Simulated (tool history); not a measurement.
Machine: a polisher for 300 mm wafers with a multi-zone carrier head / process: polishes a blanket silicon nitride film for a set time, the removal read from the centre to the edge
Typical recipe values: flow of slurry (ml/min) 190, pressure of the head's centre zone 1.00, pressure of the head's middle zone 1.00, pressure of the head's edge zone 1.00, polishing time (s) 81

run	hour	flow of slurry (ml/min)	pressure of the head's centre zone	pressure of the head's middle zone	pressure of the head's edge zone	polishing time (s)	wafers since the last listed run	wafers polished on this pad	hours since the slurry nozzle was cleaned	hours since the centre zone pressure was calibrated	hours since the edge zone pressure was calibrated	hours since the carrier head's membrane was replaced	incoming thickness of the incoming film, nm	film removed at the wafer's centre (Å)	film removed at mid-radius (Å)	film removed at the wafer's edge (Å)
1	0.0	215	1.00	1.00	1.00	81	0	1392	864.5	652.2	897.5	834.0	910.8	1349	1430	1408
# hour 43.6: slurry nozzle cleaned
2	91.7	190	1.00	1.00	1.09	81	985	2377	48.1	743.9	989.2	925.7	909.5	1342	1380	1440
# hour 143.6: carrier head's membrane replaced by a new one
3	148.6	190	1.00	1.00	1.09	81	564	2941	105.0	800.8	1046.1	5.0	934.5	1278	1410	1446
4	186.4	190	1.00	1.00	1.09	81	410	3352	142.8	838.6	1083.9	42.8	919.4	1295	1387	1456
# hour 221.1: worn pad replaced by a new one
5	245.9	190	1.00	1.00	1.00	81	603	269	202.3	898.1	1143.4	102.3	899.9	1310	1394	1380
6	285.5	190	1.00	1.00	1.00	81	430	699	241.9	937.7	1183.0	141.9	926.7	1265	1408	1384
7	350.1	190	1.00	1.00	0.92	66	702	1401	306.5	1002.3	1247.6	206.5	915.6	1027	1138	1082
# hour 364.2: edge zone pressure recalibrated
8	419.5	190	1.00	1.00	1.00	81	732	2134	375.9	1071.7	55.3	275.9	918.6	1251	1402	1367
# hour 425.5: centre zone pressure recalibrated
9	463.3	190	1.00	1.00	0.94	89	454	2588	419.7	37.8	99.1	319.7	923.3	1532	1540	1468
10	508.2	155	0.94	1.00	1.00	81	487	3076	464.6	82.7	144.0	364.6	899.1	1267	1369	1366
11	579.7	190	1.00	1.00	1.00	81	777	3853	536.1	154.2	215.5	436.1	922.4	1407	1397	1382
# hour 590.7: worn pad replaced by a new one
12	608.2	190	1.00	1.00	1.00	81	266	190	564.6	182.7	244.0	464.6	911.4	1377	1403	1382
13	663.1	190	1.00	1.00	1.00	81	596	786	619.5	237.6	298.9	519.5	935.0	1399	1400	1385
14	726.9	190	1.00	1.00	1.00	64	693	1480	683.3	301.4	362.7	583.3	924.1	1053	1096	1097
15	775.8	210	1.00	1.07	1.00	81	531	2011	732.2	350.3	411.6	632.2	928.3	1409	1478	1403
16	844.0	250	1.00	1.00	0.88	54	741	2752	800.4	418.5	479.8	700.4	905.0	918	954	885
# hour 885.9: slurry nozzle cleaned
17	909.3	245	1.09	1.11	0.93	81	698	3451	23.4	483.8	545.1	765.7	911.4	1545	1537	1362
# hour 933.8: worn pad replaced by a new one
18	946.9	225	1.00	1.00	1.00	81	365	142	61.0	521.4	582.7	803.3	919.7	1387	1423	1415
19	979.1	155	0.96	0.93	1.00	63	349	492	93.2	553.6	614.9	835.5	917.6	962	1017	1051
20	1037.4	230	1.00	1.00	0.92	81	633	1125	151.5	611.9	673.2	893.8	922.1	1364	1427	1344
21	1069.6	190	1.00	1.00	1.00	81	349	1475	183.7	644.1	705.4	926.0	908.3	1339	1399	1397
22	1113.6	190	1.00	1.00	1.00	81	478	1953	227.7	688.1	749.4	970.0	922.4	1342	1388	1392

4 options for the next run, each taken on its own from the tool as it stands now. Forecast them:
A	1114.1	190	1.00	1.00	1.00	81	5	1959	228.2	688.6	749.9	970.5	920.2	?	?	?
B	1114.1	190	0.91	0.92	0.95	81	5	1959	228.2	688.6	749.9	970.5	920.2	?	?	?
C	1114.1	190	1.00	0.89	1.09	81	5	1959	228.2	688.6	749.9	970.5	920.2	?	?	?
D	1114.1	150	1.00	1.00	1.00	93	5	1959	228.2	688.6	749.9	970.5	920.2	?	?	?

run	film removed at the wafer's centre (Å)	film removed at mid-radius (Å)	film removed at the wafer's edge (Å)
A	1362	1396	1388
B	1237	1333	1356
C	1361	1309	1450
D	1501	1545	1552
The same runs, with their run-to-run variation unchanged, on a tool lacking any hidden condition would have given:
run	film removed at the wafer's centre (Å)	film removed at mid-radius (Å)	film removed at the wafer's edge (Å)
A	1413	1395	1388
B	1284	1333	1356
C	1412	1308	1450
D	1558	1545	1552
